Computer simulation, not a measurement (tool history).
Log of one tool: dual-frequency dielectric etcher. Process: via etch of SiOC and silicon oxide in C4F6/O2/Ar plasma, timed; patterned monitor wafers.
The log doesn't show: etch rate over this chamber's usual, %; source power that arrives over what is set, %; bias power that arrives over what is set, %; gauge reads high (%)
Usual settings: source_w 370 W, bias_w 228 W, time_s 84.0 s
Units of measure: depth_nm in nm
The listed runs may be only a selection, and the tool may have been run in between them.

run    hour  source_w  bias_w  time_s  wafers since the last listed run  hours since the last wet clean  hours since the last source power generator calibration  hours since the last bias power generator calibration  hours since the last upper electrode change  hours since the gauge calibration  read-back reference wafer on the same gauge, depth_nm  depth_nm
  1     0.0       370     228    84.0                                 0                           277.6                                                   1051.6                                                 4169.3                                       4426.3                              303.1                                                  108.0     100.9
  2    72.0       370     228    84.0                               528                           349.6                                                   1123.6                                                 4241.3                                       4498.3                              375.1                                                  107.9     100.5
       96.7  -- wet clean of the chamber
  3   179.8       370     228    84.0                               615                            83.1                                                   1231.4                                                 4349.1                                       4606.1                              482.9                                                  108.0     102.6
  4   250.9       430     228    84.0                               522                           154.2                                                   1302.5                                                 4420.2                                       4677.2                              554.0                                                  107.9     108.7
  5   324.6       430     228    84.0                               541                           227.9                                                   1376.2                                                 4493.9                                       4750.9                              627.7                                                  107.8     107.7
  6   376.4       370     187    84.0                               380                           279.7                                                   1428.0                                                 4545.7                                       4802.7                              679.5                                                  107.8      91.1
  7   430.7       370     250    84.0                               398                           334.0                                                   1482.3                                                 4600.0                                       4857.0                              733.8                                                  107.9     104.1
      497.5  -- source power generator calibrated
      510.8  -- wet clean of the chamber
  8   536.5       370     250    84.0                               650                            25.7                                                     39.0                                                 4705.8                                       4962.8                              839.6                                                  107.9     105.1
      646.2  -- upper electrode replaced
  9   646.7       370     250    84.0                               633                           135.9                                                    149.2                                                 4816.0                                          0.5                              949.8                                                  108.1     105.2
 10   708.8       370     228    84.0                               456                           198.0                                                    211.3                                                 4878.1                                         62.6                             1011.9                                                  108.1      99.4
      786.3  -- bias power generator calibrated
      834.4  -- wet clean of the chamber
 11   834.9       370     252    84.0                               720                             0.5                                                    337.4                                                   48.6                                        188.7                             1138.0                                                  108.0     108.0
 12   906.8       430     246    84.0                               528                            72.4                                                    409.3                                                  120.5                                        260.6                             1209.9                                                  107.8     113.5
 13   959.1       370     201    84.0                               384                           124.7                                                    461.6                                                  172.8                                        312.9                             1262.2                                                  107.9      96.3
      989.3  -- gauge calibrated
 14  1017.7       370     265    84.0                               430                           183.3                                                    520.2                                                  231.4                                        371.5                               28.4                                                  108.0     108.4
 15  1067.0       440     244    71.5                               362                           232.6                                                    569.5                                                  280.7                                        420.8                               77.7                                                  108.0      95.3
 16  1107.7       370     228    84.0                               298                           273.3                                                    610.2                                                  321.4                                        461.5                              118.4                                                  108.0     101.0
     1217.2  -- wet clean of the chamber
 17  1242.9       370     228    76.5                               816                            25.7                                                    745.4                                                  456.6                                        596.7                              253.6                                                  108.0      93.0
 18  1322.2       450     212    74.5                               582                           105.0                                                    824.7                                                  535.9                                        676.0                              332.9                                                  107.9      95.0
 19  1425.0       370     228    84.0                               754                           207.8                                                    927.5                                                  638.7                                        778.8                              435.7                                                  108.2     100.9
 20  1474.8       330     172    95.5                               365                           257.6                                                    977.3                                                  688.5                                        828.6                              485.5                                                  108.0      94.0
 21  1547.3       370     228    84.0                               532                           330.1                                                   1049.8                                                  761.0                                        901.1                              558.0                                                  107.9     100.1

State the hidden condition of the tool at each of the runs:
bias power that arrives over what is set, %: 0 on each run
gauge reads high (%): 0 on each run
H1: etch rate over this chamber's usual, %
H2: source power that arrives over what is set, %
run      H1     H2
  1   -2.44   4.58
  2   -3.19   4.67
  3   -1.01   4.78
  4   -1.76   4.84
  5   -2.53    4.9
  6   -3.07   4.93
  7   -3.64   4.96
  8  -0.283  0.418
  9   -1.44   1.37
 10   -2.09   1.83
 11   0.227   2.59
 12  -0.527   2.95
 13   -1.08   3.18
 14   -1.69   3.41
 15   -2.21   3.58
 16   -2.63   3.72
 17  -0.746   4.09
 18   -1.58   4.26
 19   -2.66   4.45
 20   -3.18   4.53
 21   -3.94   4.63

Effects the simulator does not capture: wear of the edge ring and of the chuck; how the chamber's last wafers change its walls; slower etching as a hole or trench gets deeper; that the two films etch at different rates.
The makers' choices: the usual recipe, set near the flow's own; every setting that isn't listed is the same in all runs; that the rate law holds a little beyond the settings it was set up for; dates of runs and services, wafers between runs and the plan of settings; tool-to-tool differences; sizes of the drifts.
